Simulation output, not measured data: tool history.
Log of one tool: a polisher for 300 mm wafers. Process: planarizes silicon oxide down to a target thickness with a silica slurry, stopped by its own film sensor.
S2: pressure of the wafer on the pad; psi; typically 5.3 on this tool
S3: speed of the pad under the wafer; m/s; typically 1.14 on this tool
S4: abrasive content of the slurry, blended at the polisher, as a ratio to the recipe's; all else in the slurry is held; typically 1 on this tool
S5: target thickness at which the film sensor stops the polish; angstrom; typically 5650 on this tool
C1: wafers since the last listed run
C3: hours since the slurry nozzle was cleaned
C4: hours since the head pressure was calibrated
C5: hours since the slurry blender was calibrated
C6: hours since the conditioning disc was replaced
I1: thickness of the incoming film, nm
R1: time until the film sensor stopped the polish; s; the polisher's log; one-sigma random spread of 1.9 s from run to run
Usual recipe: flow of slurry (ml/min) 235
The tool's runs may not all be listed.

Run 1, hour 0: usual settings; C1 0; wafers polished on this pad 921; C3 461.9; C4 1112.9; C5 392.8; C6 287.8; I1 1006.7. Result: R1 112.7 s.
Run 2, hour 9.8: usual settings; C1 122; wafers polished on this pad 1043; C3 471.7; C4 1122.7; C5 402.6; C6 297.6; I1 1020.1. Result: R1 113.8 s.
At hour 15.2: worn pad replaced by a new one.
Run 3, hour 26.6: usual settings; C1 159; wafers polished on this pad 141; C3 488.5; C4 1139.5; C5 419.4; C6 314.4; I1 1018.1. Result: R1 111.7 s.
Run 4, hour 34.7: usual settings; C1 101; wafers polished on this pad 243; C3 496.6; C4 1147.6; C5 427.5; C6 322.5; I1 1025.9. Result: R1 118 s.
Run 5, hour 42.3: usual settings; C1 94; wafers polished on this pad 337; C3 504.2; C4 1155.2; C5 435.1; C6 330.1; I1 1024. Result: R1 116.5 s.
Run 6, hour 57.7: usual settings; C1 192; wafers polished on this pad 530; C3 519.6; C4 1170.6; C5 450.5; C6 345.5; I1 1035.4. Result: R1 116.5 s.
At hour 66.1: conditioning disc replaced and pad reconditioned.
Run 7, hour 66.6: usual settings but flow of slurry (ml/min) 200, S5 6730 angstrom; C1 86; wafers polished on this pad 616; C3 528.5; C4 1179.5; C5 459.4; C6 0.5; I1 1014.8. Result: R1 88.8 s.
At hour 73.2: slurry nozzle cleaned.
Run 8, hour 80.4: usual settings but S2 5.9 psi, S3 1.42 m/s, S4 1.1, S5 4920 angstrom; C1 159; wafers polished on this pad 775; C3 7.2; C4 1193.3; C5 473.2; C6 14.3; I1 1024.4. Result: R1 102.5 s.
Run 9, hour 88.2: usual settings but S2 6.5 psi; C1 97; wafers polished on this pad 873; C3 15; C4 1201.1; C5 481; C6 22.1; I1 1022.2. Result: R1 100.8 s.
At hour 104.5: worn pad replaced by a new one.
At hour 105.7: head pressure recalibrated.
At hour 108: slurry blender recalibrated.
Run 10, hour 108.5: usual settings but S2 6.5 psi; C1 163; wafers polished on this pad 9; C3 35.3; C4 2.8; C5 0.5; C6 42.4; I1 1032.1. Result: R1 101.3 s.
Run 11, hour 115.6: usual settings but flow of slurry (ml/min) 290, S2 6.3 psi, S4 0.7; C1 88; wafers polished on this pad 98; C3 42.4; C4 9.9; C5 7.6; C6 49.5; I1 1019.9. Result: R1 126.2 s.
Run 12, hour 129.2: usual settings but flow of slurry (ml/min) 300, S2 5.9 psi, S3 1.32 m/s, S4 1.25; C1 169; wafers polished on this pad 267; C3 56; C4 23.5; C5 21.2; C6 63.1; I1 1019.5. Result: R1 84.2 s.
Run 13, hour 141.6: usual settings but S3 1.38 m/s; C1 154; wafers polished on this pad 422; C3 68.4; C4 35.9; C5 33.6; C6 75.5; I1 1020.6. Result: R1 99.5 s.
Run 14, hour 157.6: usual settings but S2 6.4 psi, S4 1.15, S5 4660 angstrom; C1 199; wafers polished on this pad 622; C3 84.4; C4 51.9; C5 49.6; C6 91.5; I1 1025.6. Result: R1 115.4 s.

Describe how what the log doesn't record of the tool's condition differs between the last listed run preceding each entry between runs and the first listed run following it.
From run 2 to run 3: worn pad replaced by a new one (hour 15.2)
  the hidden state is the same at both runs
From run 6 to run 7: conditioning disc replaced and pad reconditioned (hour 66.1)
  the hidden state is the same at both runs
From run 7 to run 8: slurry nozzle cleaned (hour 73.2)
  the hidden state is the same at both runs
From run 9 to run 10: worn pad replaced by a new one (hour 104.5); head pressure recalibrated (hour 105.7); slurry blender recalibrated (hour 108)
  the hidden state is the same at both runs
